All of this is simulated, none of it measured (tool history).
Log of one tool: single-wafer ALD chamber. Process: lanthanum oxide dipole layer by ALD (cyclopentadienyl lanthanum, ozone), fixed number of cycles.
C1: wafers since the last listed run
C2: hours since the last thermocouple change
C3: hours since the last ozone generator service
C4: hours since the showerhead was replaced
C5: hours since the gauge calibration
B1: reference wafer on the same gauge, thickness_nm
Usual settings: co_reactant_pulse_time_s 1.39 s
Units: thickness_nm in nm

{"run": 1, "day": 0.0, "co_reactant_pulse_time_s": 1.05, "C1": 0, "C2": 766.0, "C3": 357.5, "C4": 4717.5, "C5": 2169.5, "B1": 0.534, "thickness_nm": 0.495}
{"run": 2, "day": 4.258, "co_reactant_pulse_time_s": 1.05, "C1": 2187, "C2": 868.2, "C3": 459.7, "C4": 4819.7, "C5": 2271.7, "B1": 0.534, "thickness_nm": 0.493}
{"run": 3, "day": 6.862, "co_reactant_pulse_time_s": 1.05, "C1": 1337, "C2": 930.7, "C3": 522.2, "C4": 4882.2, "C5": 2334.2, "B1": 0.534, "thickness_nm": 0.49}
{"run": 4, "day": 8.658, "co_reactant_pulse_time_s": 1.39, "C1": 922, "C2": 973.8, "C3": 565.3, "C4": 4925.3, "C5": 2377.3, "B1": 0.534, "thickness_nm": 0.525}
{"day": 12.429, "done": "ozone generator serviced"}
{"run": 5, "day": 13.146, "co_reactant_pulse_time_s": 1.39, "C1": 2134, "C2": 1081.5, "C3": 17.2, "C4": 5033.0, "C5": 2485.0, "B1": 0.534, "thickness_nm": 0.517}
{"run": 6, "day": 17.45, "co_reactant_pulse_time_s": 1.39, "C1": 2211, "C2": 1184.8, "C3": 120.5, "C4": 5136.3, "C5": 2588.3, "B1": 0.534, "thickness_nm": 0.517}
{"run": 7, "day": 21.788, "co_reactant_pulse_time_s": 1.39, "C1": 2228, "C2": 1288.9, "C3": 224.6, "C4": 5240.4, "C5": 2692.4, "B1": 0.534, "thickness_nm": 0.517}
{"run": 8, "day": 24.375, "co_reactant_pulse_time_s": 1.39, "C1": 1329, "C2": 1351.0, "C3": 286.7, "C4": 5302.5, "C5": 2754.5, "B1": 0.534, "thickness_nm": 0.517}
{"day": 27.096, "done": "ozone generator serviced, repeated, since the last time left the tool worse"}
{"run": 9, "day": 28.646, "co_reactant_pulse_time_s": 1.06, "C1": 2023, "C2": 1453.5, "C3": 37.2, "C4": 5405.0, "C5": 2857.0, "B1": 0.534, "thickness_nm": 0.499}
{"day": 29.367, "done": "gauge calibrated"}
{"run": 10, "day": 32.717, "co_reactant_pulse_time_s": 1.06, "C1": 2091, "C2": 1551.2, "C3": 134.9, "C4": 5502.7, "C5": 80.4, "B1": 0.534, "thickness_nm": 0.5}
{"run": 11, "day": 34.783, "co_reactant_pulse_time_s": 1.39, "C1": 1061, "C2": 1600.8, "C3": 184.5, "C4": 5552.3, "C5": 130.0, "B1": 0.534, "thickness_nm": 0.531}
{"run": 12, "day": 39.238, "co_reactant_pulse_time_s": 1.69, "C1": 2288, "C2": 1707.7, "C3": 291.4, "C4": 5659.2, "C5": 236.9, "B1": 0.534, "thickness_nm": 0.545}
{"run": 13, "day": 41.275, "co_reactant_pulse_time_s": 1.69, "C1": 1046, "C2": 1756.6, "C3": 340.3, "C4": 5708.1, "C5": 285.8, "B1": 0.534, "thickness_nm": 0.545}
{"run": 14, "day": 42.879, "co_reactant_pulse_time_s": 1.39, "C1": 824, "C2": 1795.1, "C3": 378.8, "C4": 5746.6, "C5": 324.3, "B1": 0.534, "thickness_nm": 0.528}
{"day": 44.958, "done": "thermocouple changed; heater temperature recalibrated"}
{"run": 15, "day": 46.233, "co_reactant_pulse_time_s": 1.39, "C1": 1552, "C2": 30.6, "C3": 459.3, "C4": 5827.1, "C5": 404.8, "B1": 0.534, "thickness_nm": 0.525}
{"run": 16, "day": 47.992, "co_reactant_pulse_time_s": 1.39, "C1": 903, "C2": 72.8, "C3": 501.5, "C4": 5869.3, "C5": 447.0, "B1": 0.534, "thickness_nm": 0.527}
{"run": 17, "day": 52.292, "co_reactant_pulse_time_s": 0.95, "C1": 2209, "C2": 176.0, "C3": 604.7, "C4": 5972.5, "C5": 550.2, "B1": 0.534, "thickness_nm": 0.473}
{"day": 53.312, "done": "ozone generator serviced"}
{"run": 18, "day": 55.942, "co_reactant_pulse_time_s": 1.0, "C1": 1704, "C2": 263.6, "C3": 63.1, "C4": 6060.1, "C5": 637.8, "B1": 0.534, "thickness_nm": 0.49}
{"run": 19, "day": 58.904, "co_reactant_pulse_time_s": 1.05, "C1": 1522, "C2": 334.7, "C3": 134.2, "C4": 6131.2, "C5": 708.9, "B1": 0.534, "thickness_nm": 0.495}
{"run": 20, "day": 62.142, "co_reactant_pulse_time_s": 1.65, "C1": 1663, "C2": 412.4, "C3": 211.9, "C4": 6208.9, "C5": 786.6, "B1": 0.534, "thickness_nm": 0.544}
{"run": 21, "day": 65.183, "co_reactant_pulse_time_s": 1.39, "C1": 1562, "C2": 485.4, "C3": 284.9, "C4": 6281.9, "C5": 859.6, "B1": 0.534, "thickness_nm": 0.528}
{"day": 65.817, "done": "showerhead replaced"}
{"run": 22, "day": 69.604, "co_reactant_pulse_time_s": 1.7, "C1": 2100, "C2": 591.5, "C3": 391.0, "C4": 90.9, "C5": 965.7, "B1": 0.534, "thickness_nm": 0.542}
{"run": 23, "day": 73.992, "co_reactant_pulse_time_s": 1.71, "C1": 2254, "C2": 696.8, "C3": 496.3, "C4": 196.2, "C5": 1071.0, "B1": 0.534, "thickness_nm": 0.543}
{"run": 24, "day": 76.462, "co_reactant_pulse_time_s": 1.9, "C1": 1269, "C2": 756.1, "C3": 555.6, "C4": 255.5, "C5": 1130.3, "B1": 0.534, "thickness_nm": 0.548}
{"run": 25, "day": 78.6, "co_reactant_pulse_time_s": 1.9, "C1": 1098, "C2": 807.4, "C3": 606.9, "C4": 306.8, "C5": 1181.6, "B1": 0.534, "thickness_nm": 0.551}
{"run": 26, "day": 81.633, "co_reactant_pulse_time_s": 1.22, "C1": 1558, "C2": 880.2, "C3": 679.7, "C4": 379.6, "C5": 1254.4, "B1": 0.534, "thickness_nm": 0.507}
{"day": 84.692, "done": "ozone generator serviced"}
{"run": 27, "day": 85.896, "co_reactant_pulse_time_s": 1.39, "C1": 2018, "C2": 982.5, "C3": 28.9, "C4": 481.9, "C5": 1356.7, "B1": 0.534, "thickness_nm": 0.526}
{"run": 28, "day": 90.379, "co_reactant_pulse_time_s": 1.13, "C1": 2303, "C2": 1090.1, "C3": 136.5, "C4": 589.5, "C5": 1464.3, "B1": 0.534, "thickness_nm": 0.506}
{"run": 29, "day": 91.962, "co_reactant_pulse_time_s": 1.93, "C1": 813, "C2": 1128.1, "C3": 174.5, "C4": 627.5, "C5": 1502.3, "B1": 0.534, "thickness_nm": 0.552}
{"run": 30, "day": 94.3, "co_reactant_pulse_time_s": 1.18, "C1": 1200, "C2": 1184.2, "C3": 230.6, "C4": 683.6, "C5": 1558.4, "B1": 0.534, "thickness_nm": 0.511}
{"run": 31, "day": 98.421, "co_reactant_pulse_time_s": 1.9, "C1": 2117, "C2": 1283.1, "C3": 329.5, "C4": 782.5, "C5": 1657.3, "B1": 0.534, "thickness_nm": 0.551}
{"run": 32, "day": 102.792, "co_reactant_pulse_time_s": 0.89, "C1": 2245, "C2": 1388.0, "C3": 434.4, "C4": 887.4, "C5": 1762.2, "B1": 0.534, "thickness_nm": 0.468}
{"run": 33, "day": 105.7, "co_reactant_pulse_time_s": 1.68, "C1": 1494, "C2": 1457.8, "C3": 504.2, "C4": 957.2, "C5": 1832.0, "B1": 0.534, "thickness_nm": 0.544}

Forecast each of these 5 alternatives for the next run:
{"run": "A", "day": 105.717, "co_reactant_pulse_time_s": 1.57, "C1": 8, "C2": 1458.2, "C3": 504.6, "C4": 957.6, "C5": 1832.4, "B1": "?", "thickness_nm": "?"}
{"run": "B", "day": 105.717, "co_reactant_pulse_time_s": 0.86, "C1": 8, "C2": 1458.2, "C3": 504.6, "C4": 957.6, "C5": 1832.4, "B1": "?", "thickness_nm": "?"}
{"run": "C", "day": 105.717, "co_reactant_pulse_time_s": 1.75, "C1": 8, "C2": 1458.2, "C3": 504.6, "C4": 957.6, "C5": 1832.4, "B1": "?", "thickness_nm": "?"}
{"run": "D", "day": 105.717, "co_reactant_pulse_time_s": 0.96, "C1": 8, "C2": 1458.2, "C3": 504.6, "C4": 957.6, "C5": 1832.4, "B1": "?", "thickness_nm": "?"}
{"run": "E", "day": 105.717, "co_reactant_pulse_time_s": 1.6, "C1": 8, "C2": 1458.2, "C3": 504.6, "C4": 957.6, "C5": 1832.4, "B1": "?", "thickness_nm": "?"}

run=A B1=0.534 thickness_nm=0.538
run=B B1=0.534 thickness_nm=0.462
run=C B1=0.534 thickness_nm=0.546
run=D B1=0.534 thickness_nm=0.479
run=E B1=0.534 thickness_nm=0.540
Without the tool's hidden state the same runs would have given:
run=A thickness_nm=0.541
run=B thickness_nm=0.468
run=C thickness_nm=0.549
run=D thickness_nm=0.486
run=E thickness_nm=0.543
